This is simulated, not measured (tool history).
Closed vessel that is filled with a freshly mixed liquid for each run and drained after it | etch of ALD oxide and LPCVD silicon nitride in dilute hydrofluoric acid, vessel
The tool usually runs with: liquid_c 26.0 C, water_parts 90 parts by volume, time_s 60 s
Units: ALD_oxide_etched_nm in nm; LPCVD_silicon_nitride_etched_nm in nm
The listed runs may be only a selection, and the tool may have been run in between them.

run	hour	liquid_c	water_parts	time_s	read-back film thickness of the ALD oxide reference wafer, read on the same gauge (nm)	read-back film thickness of the LPCVD silicon nitride reference wafer, read on the same gauge (nm)	ALD_oxide_etched_nm	LPCVD_silicon_nitride_etched_nm
1	0.0	26.0	90	60	120.03	29.992	9.83	0.439
2	35.1	26.0	105	60	119.97	30.012	8.29	0.351
3	99.0	26.0	105	60	120.05	30.031	8.41	0.349
4	126.8	26.0	90	60	119.98	29.987	10.13	0.386
5	156.7	26.0	90	60	120.03	30.019	9.96	0.430
6	184.3	26.0	90	60	120.02	30.030	10.19	0.410
7	210.1	26.0	105	60	120.04	30.000	8.55	0.397
8	226.5	27.5	110	35	120.04	29.996	5.05	0.206
9	250.0	22.5	110	60	119.98	29.978	7.13	0.272
10	276.2	26.0	130	60	120.03	29.998	6.86	0.302
11	294.7	22.5	90	60	120.04	29.971	8.86	0.325
12	311.8	27.5	90	60	119.97	30.015	11.01	0.503
13	404.6	24.5	125	40	119.99	29.980	4.55	0.176
14	417.1	21.0	90	75	119.98	30.002	10.76	0.380
15	436.0	26.0	90	60	120.02	29.988	10.51	0.418
16	529.0	26.0	90	60	120.02	30.018	9.87	0.364
17	557.6	22.0	90	95	120.05	29.958	12.97	0.490
18	579.6	24.5	110	70	120.00	30.024	8.66	0.319
19	596.7	29.5	60	80	119.97	30.053	23.35	0.910
20	622.1	24.5	135	35	120.01	30.033	3.47	0.131
21	644.4	26.0	90	60	120.00	30.057	9.77	0.394
22	674.6	30.5	50	60	119.99	30.031	22.68	0.896
23	691.3	26.0	90	90	120.01	29.987	14.93	0.648
24	719.1	26.0	90	40	119.99	29.999	6.71	0.265
25	746.3	26.0	65	60	119.99	30.032	14.51	0.513
26	766.6	21.5	130	85	120.01	29.992	7.96	0.291
27	786.4	24.0	70	80	120.00	29.968	16.43	0.586

Not shown: 3 entries that the log had between the listed runs. Between which runs, and how does the tool's hidden state differ before and after?
Run 15 -> run 16: hydrofluoric acid flow meter replaced (hour 438.8); thermometer replaced (hour 469.7); gauge calibrated (hour 514.4)
  hydrofluoric acid flow above the setpoint (%): 8.03 -> 1.27
  what was measured, less what the result would be without the hidden state, ALD_oxide_etched_nm: +0.86 -> +0.14 nm; LPCVD_silicon_nitride_etched_nm: +0.031 -> +0.005 nm
